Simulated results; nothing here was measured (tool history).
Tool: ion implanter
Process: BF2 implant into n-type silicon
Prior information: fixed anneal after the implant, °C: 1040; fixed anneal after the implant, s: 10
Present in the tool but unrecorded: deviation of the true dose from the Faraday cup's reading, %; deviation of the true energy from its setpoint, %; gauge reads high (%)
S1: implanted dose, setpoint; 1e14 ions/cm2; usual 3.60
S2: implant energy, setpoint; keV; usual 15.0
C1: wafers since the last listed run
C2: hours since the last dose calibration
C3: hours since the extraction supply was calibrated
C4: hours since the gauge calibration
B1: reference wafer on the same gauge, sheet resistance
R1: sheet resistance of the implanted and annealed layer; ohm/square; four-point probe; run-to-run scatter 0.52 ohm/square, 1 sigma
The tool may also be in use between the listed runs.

run,hour,S1,S2,C1,C2,C3,C4,B1,R1
1,0.0,3.36,15.0,0,43.4,3131.3,290.2,393.36,368.42
2,56.7,3.36,15.0,1073,100.1,3188.0,346.9,392.64,368.83
3,89.0,3.60,15.0,611,132.4,3220.3,379.2,393.14,349.92
4,145.7,3.60,15.0,1073,189.1,3277.0,435.9,392.78,349.80
5,190.4,3.60,15.0,846,233.8,3321.7,480.6,392.87,349.82
6,226.9,4.42,12.0,691,270.3,3358.2,517.1,393.00,315.34
7,302.9,4.42,12.0,1438,346.3,3434.2,593.1,393.14,314.89
8,333.3,4.42,12.0,575,376.7,3464.6,623.5,393.18,315.92
# hour 365.7: extraction supply calibrated
9,371.1,3.60,15.0,564,414.5,5.4,661.3,392.99,351.31
10,401.2,3.60,11.5,569,444.6,35.5,691.4,393.12,369.38
11,470.9,3.60,17.0,1319,514.3,105.2,761.1,393.03,346.02
# hour 518.6: gauge calibrated
12,523.3,3.60,11.5,992,566.7,157.6,4.7,392.93,369.93
# hour 553.1: Faraday cup replaced and dose calibrated
13,595.2,3.60,15.0,1209,42.1,229.5,76.6,393.08,348.15
14,634.9,4.42,12.0,751,81.8,269.2,116.3,392.91,313.63
15,673.6,4.25,11.0,732,120.5,307.9,155.0,392.99,329.19
16,700.9,2.83,17.0,516,147.8,335.2,182.3,393.29,417.79
17,768.9,4.01,19.0,1287,215.8,403.2,250.3,392.86,310.19
18,804.4,4.27,18.5,672,251.3,438.7,285.8,392.93,296.12
19,831.8,3.60,18.0,518,278.7,466.1,313.2,393.01,340.68

The logged runs with the hidden state left out (each run's random variation unchanged):
run,R1
1,368.27
2,368.18
3,349.04
4,348.45
5,348.10
6,313.76
7,312.82
8,313.66
9,348.07
10,366.00
11,341.88
12,365.55
13,348.34
14,313.53
15,328.83
16,416.91
17,309.05
18,294.80
19,338.87
